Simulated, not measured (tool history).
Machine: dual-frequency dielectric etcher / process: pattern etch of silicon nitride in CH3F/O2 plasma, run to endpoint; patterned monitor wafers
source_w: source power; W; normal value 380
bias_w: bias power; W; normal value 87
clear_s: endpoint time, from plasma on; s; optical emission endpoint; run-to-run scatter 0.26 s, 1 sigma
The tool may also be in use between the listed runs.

| run | hour | source_w | bias_w | wafers since the last listed run | hours since the last wet clean | hours since the last source power generator calibration | hours since the last bias power generator calibration | hours since the last upper electrode change | incoming incoming film thickness, nm | clear_s |
|---|---|---|---|---|---|---|---|---|---|---|
| 1 | 0 | 380 | 87 | 0 | 260.8 | 3616.2 | 2543.9 | 3764.9 | 78.7 | 88.8 |
| 2 | 81.5 | 380 | 87 | 564 | 342.3 | 3697.7 | 2625.4 | 3846.4 | 78.5 | 89.1 |
| 3 | 137.8 | 380 | 87 | 389 | 398.6 | 3754 | 2681.7 | 3902.7 | 78.8 | 89.8 |
|  | 183.7 | wet clean of the chamber |
| 4 | 222.7 | 380 | 87 | 421 | 39 | 3838.9 | 2766.6 | 3987.6 | 79.2 | 88 |
| 5 | 329.7 | 380 | 87 | 740 | 146 | 3945.9 | 2873.6 | 4094.6 | 78 | 87.2 |
| 6 | 412.6 | 380 | 87 | 573 | 228.9 | 4028.8 | 2956.5 | 4177.5 | 78 | 88.2 |
| 7 | 463.8 | 380 | 87 | 354 | 280.1 | 4080 | 3007.7 | 4228.7 | 78.7 | 88.9 |
| 8 | 555 | 320 | 78 | 631 | 371.3 | 4171.2 | 3098.9 | 4319.9 | 78.5 | 98.2 |
|  | 615.5 | wet clean of the chamber |
| 9 | 618.7 | 320 | 78 | 274 | 3.2 | 4234.9 | 3162.6 | 4383.6 | 78.7 | 96.9 |
| 10 | 661.4 | 320 | 78 | 295 | 45.9 | 4277.6 | 3205.3 | 4426.3 | 78.5 | 97.2 |
| 11 | 705.5 | 380 | 87 | 305 | 90 | 4321.7 | 3249.4 | 4470.4 | 79.2 | 88.8 |
| 12 | 801.4 | 380 | 87 | 663 | 185.9 | 4417.6 | 3345.3 | 4566.3 | 78.7 | 88.8 |
| 13 | 903.5 | 380 | 87 | 706 | 288 | 4519.7 | 3447.4 | 4668.4 | 77.7 | 88.8 |
|  | 928 | upper electrode replaced |
| 14 | 941.2 | 380 | 87 | 94 | 325.7 | 4557.4 | 3485.1 | 13.2 | 78.9 | 90.2 |
| 15 | 1025.4 | 380 | 87 | 582 | 409.9 | 4641.6 | 3569.3 | 97.4 | 78.5 | 89.8 |
|  | 1056.6 | wet clean of the chamber |
|  | 1068.7 | source power generator calibrated |
| 16 | 1113.8 | 380 | 87 | 418 | 57.2 | 45.1 | 3657.7 | 185.8 | 78.6 | 87.9 |
| 17 | 1183.8 | 440 | 95 | 484 | 127.2 | 115.1 | 3727.7 | 255.8 | 79.2 | 82.2 |
| 18 | 1228.1 | 340 | 66 | 306 | 171.5 | 159.4 | 3772 | 300.1 | 78.1 | 100.7 |
| 19 | 1284.6 | 310 | 104 | 391 | 228 | 215.9 | 3828.5 | 356.6 | 78.4 | 89 |
| 20 | 1378.4 | 310 | 87 | 649 | 321.8 | 309.7 | 3922.3 | 450.4 | 78.6 | 95.7 |
|  | 1416.8 | bias power generator calibrated |
|  | 1489.7 | wet clean of the chamber |
| 21 | 1490.2 | 380 | 87 | 580 | 0.5 | 421.5 | 73.4 | 562.2 | 77.9 | 86.6 |
| 22 | 1539.2 | 340 | 78 | 339 | 49.5 | 470.5 | 122.4 | 611.2 | 78.6 | 94.2 |
| 23 | 1601.8 | 410 | 87 | 433 | 112.1 | 533.1 | 185 | 673.8 | 78.5 | 86.4 |
| 24 | 1654.9 | 380 | 87 | 367 | 165.2 | 586.2 | 238.1 | 726.9 | 78.4 | 88.3 |
| 25 | 1733.4 | 380 | 87 | 543 | 243.7 | 664.7 | 316.6 | 805.4 | 78.4 | 88.9 |
| 26 | 1838.4 | 310 | 98 | 726 | 348.7 | 769.7 | 421.6 | 910.4 | 77.9 | 90.7 |
|  | 1884.8 | wet clean of the chamber |
| 27 | 1919.8 | 340 | 99 | 397 | 35 | 851.1 | 503 | 991.8 | 78 | 85.5 |
| 28 | 2002.1 | 450 | 87 | 569 | 117.3 | 933.4 | 585.3 | 1074.1 | 78.6 | 82.6 |
| 29 | 2058.7 | 310 | 93 | 391 | 173.9 | 990 | 641.9 | 1130.7 | 78.4 | 91.6 |
| 30 | 2134.6 | 320 | 87 | 525 | 249.8 | 1065.9 | 717.8 | 1206.6 | 78.6 | 93.4 |
| 31 | 2204.5 | 410 | 103 | 483 | 319.7 | 1135.8 | 787.7 | 1276.5 | 78.5 | 80.9 |
|  | 2296.2 | wet clean of the chamber |
| 32 | 2306.4 | 320 | 95 | 539 | 10.2 | 1237.7 | 889.6 | 1378.4 | 79.5 | 90.6 |

What was the tool's hidden state at every run in the log?
source power that arrives over what is set, %: 0 in every run
bias power that arrives over what is set, %: 0 in every run
H1: etch rate over this chamber's usual, %
| run | H1 |
|---|---|
| 1 | -1.53 |
| 2 | -2 |
| 3 | -2.33 |
| 4 | -0.228 |
| 5 | -0.852 |
| 6 | -1.34 |
| 7 | -1.63 |
| 8 | -2.17 |
| 9 | -0.383 |
| 10 | -0.633 |
| 11 | -0.89 |
| 12 | -1.45 |
| 13 | -2.05 |
| 14 | -2.27 |
| 15 | -2.76 |
| 16 | -0.827 |
| 17 | -1.24 |
| 18 | -1.49 |
| 19 | -1.82 |
| 20 | -2.37 |
| 21 | -0.167 |
| 22 | -0.453 |
| 23 | -0.819 |
| 24 | -1.13 |
| 25 | -1.59 |
| 26 | -2.2 |
| 27 | 0.206 |
| 28 | -0.274 |
| 29 | -0.605 |
| 30 | -1.05 |
| 31 | -1.46 |
| 32 | -0.0459 |
